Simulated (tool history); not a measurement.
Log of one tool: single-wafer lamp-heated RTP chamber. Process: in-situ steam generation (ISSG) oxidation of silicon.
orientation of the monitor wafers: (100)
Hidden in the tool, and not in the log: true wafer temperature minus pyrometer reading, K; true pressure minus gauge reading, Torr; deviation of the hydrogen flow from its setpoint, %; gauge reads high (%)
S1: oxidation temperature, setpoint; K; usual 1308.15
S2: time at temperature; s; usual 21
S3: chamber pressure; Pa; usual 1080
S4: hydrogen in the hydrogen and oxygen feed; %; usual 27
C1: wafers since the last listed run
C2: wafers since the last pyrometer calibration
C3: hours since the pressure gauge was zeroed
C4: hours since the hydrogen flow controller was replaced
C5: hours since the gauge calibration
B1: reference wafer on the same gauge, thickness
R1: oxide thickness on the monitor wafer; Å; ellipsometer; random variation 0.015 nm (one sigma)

run     day       S1  S2    S3  S4   C1    C2      C3      C4     C5     B1     R1
  1       0  1308.15  28  1080  27    0  2338  1460.3  6821.9  532.7  6.347  74.06
      0.438  -- pyrometer window cleaned and pyrometer calibrated
  2     0.6  1308.15  28  1080  27   64    39  1474.7  6836.3  547.1  6.342  74.37
  3   1.492  1308.15  28  1080  27  216   255  1496.1  6857.7  568.5  6.343  74.15
  4    2.65  1300.15  21  1080  27  281   536  1523.9  6885.5  596.3  6.344  61.81
  5   3.258  1300.15  21  1080  27  147   684  1538.5  6900.1  610.9  6.345  61.78
  6   4.625  1308.15  21  1080  27  331  1015  1571.3  6932.9  643.7  6.348   64.1
      5.012  -- pressure gauge zeroed
  7   5.417  1308.15  21  1080  27  111  1127     9.7  6951.9  662.7  6.351  64.24
      5.425  -- gauge calibrated
  8   6.304  1308.15  21  1080  27  215  1342      31  6973.2   21.1  6.206  62.91
  9   7.683  1308.15  21  1080  27  334  1677    64.1  7006.3   54.2  6.226  63.01
 10   8.567  1308.15  21  1080  27  214  1891    85.3  7027.5   75.4  6.233     63
 11   9.212  1326.15  17  1027  27  156  2048   100.8    7043   90.9  6.241  62.58
 12  10.438  1308.15  24   920  27  297  2345   130.2  7072.4  120.3  6.253  67.85
 13  10.946  1300.15  21  1080  27  123  2468   142.4  7084.6  132.5  6.251  60.84
     11.362  -- hydrogen flow controller replaced
 14  11.625  1308.15  21  1280  31   83  2552   158.7     6.3  148.8  6.261  64.29
 15  12.179  1308.15  21  1080  27  134  2687     172    19.6  162.1  6.272  63.48
      12.95  -- pyrometer window cleaned and pyrometer calibrated
 16  13.221  1308.15  21  1080  27  171    66     197    44.6  187.1  6.271   63.4
 17  13.933  1308.15  21  1080  27  172   239   214.1    61.7  204.2  6.276  63.39
 18  14.646  1308.15  29  1280  27  172   411   231.2    78.8  221.3  6.278  73.61
 19  15.483  1301.15  19  1013  27  203   615   251.3    98.9  241.4  6.282  58.62
 20  16.179  1308.15  13  1080  27  168   784     268   115.6  258.1  6.291  50.52
 21  16.775  1308.15  21  1080  27  144   928   282.3   129.9  272.4  6.288  63.79
 22  17.796  1292.15  21  1080  27  247  1176   306.8   154.4  296.9  6.295  59.12
 23  18.454  1325.15  21  1080  32  159  1336   322.6   170.2  312.7  6.291     73
 24  19.738  1321.15  21  1240  32  311  1647   353.4     201  343.5  6.299  69.81
 25  20.708  1308.15  21  1240  27  235  1883   376.7   224.3  366.8  6.301  62.94
 26  21.308  1308.15  21  1080  18  145  2028   391.1   238.7  381.2  6.299  57.86
 27  22.588  1308.15  21   920  27  310  2339   421.8   269.4  411.9  6.304  63.93
 28  23.758  1308.15  17   960  27  284  2623   449.9   297.5    440  6.306  57.54
     24.529  -- pyrometer window cleaned and pyrometer calibrated
 29   24.55  1308.15  21  1080  27  111     4   468.9   316.5    459  6.309  63.91
 30  25.317  1297.15  21  1080  19  186   190   487.3   334.9  477.4   6.31  55.42
 31  26.146  1308.15  26  1080  32  201   392   507.2   354.8  497.3   6.31  74.23

Forecast each of these 4 alternatives for the next run:
  A  26.162  1308.15  21  1080  27   4  396  507.6  355.2  497.7   ?   ?
  B  26.162  1300.15  21   933  23   4  396  507.6  355.2  497.7   ?   ?
  C  26.162  1323.15  27  1187  24   4  396  507.6  355.2  497.7   ?   ?
  D  26.162  1308.15  21  1173  27   4  396  507.6  355.2  497.7   ?   ?

run    B1     R1
  A  6.31  63.71
  B  6.31  58.73
  C  6.31  75.94
  D  6.31  63.25
Without the tool's hidden state the same runs would have given:
run     R1
  A  62.79
  B  57.89
  C  74.85
  D  62.35

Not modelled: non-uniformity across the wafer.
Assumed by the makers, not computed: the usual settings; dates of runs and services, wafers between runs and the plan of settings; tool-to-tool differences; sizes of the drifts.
